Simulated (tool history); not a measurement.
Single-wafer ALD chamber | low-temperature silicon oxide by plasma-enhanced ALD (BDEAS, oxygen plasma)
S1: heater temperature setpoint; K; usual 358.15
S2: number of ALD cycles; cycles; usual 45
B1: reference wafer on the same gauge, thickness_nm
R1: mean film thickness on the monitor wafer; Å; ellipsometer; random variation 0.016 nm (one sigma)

run,hour,S1,S2,B1,R1
1,0.0,358.15,45,7.707,65.05
2,37.5,366.15,45,7.711,63.59
3,83.4,358.15,45,7.714,65.19
4,138.0,361.15,45,7.708,64.65
5,183.1,361.15,45,7.712,64.87
6,209.5,361.15,45,7.711,65.00
# hour 243.5: gauge calibrated
7,277.1,358.15,45,7.703,65.33
8,338.8,358.15,45,7.711,64.93
# hour 387.0: thermocouple changed; heater temperature recalibrated
9,387.5,358.15,45,7.701,65.22
10,449.8,358.15,45,7.706,65.37
11,501.2,358.15,45,7.705,65.04
12,564.3,364.15,36,7.714,51.13
13,626.9,343.15,50,7.713,75.52
14,676.8,358.15,45,7.713,65.00
15,706.7,358.15,49,7.714,71.22
16,778.4,364.15,53,7.708,75.42
# hour 793.2: gauge calibrated
17,840.5,371.15,36,7.704,49.87
18,907.5,349.15,53,7.707,79.17
19,955.1,358.15,37,7.712,53.68
20,995.6,349.15,53,7.709,78.68

4 ways to go on from here, each from the tool as it stands after run 20. What would each give?
A,996.1,358.15,45,?,?
B,996.1,349.15,42,?,?
C,996.1,350.15,36,?,?
D,996.1,372.15,53,?,?

run,B1,R1
A,7.701,65.11
B,7.701,62.42
C,7.701,53.34
D,7.701,73.45
Without the tool's hidden state the same runs would have given:
run,R1
A,65.11
B,62.42
C,53.34
D,73.45
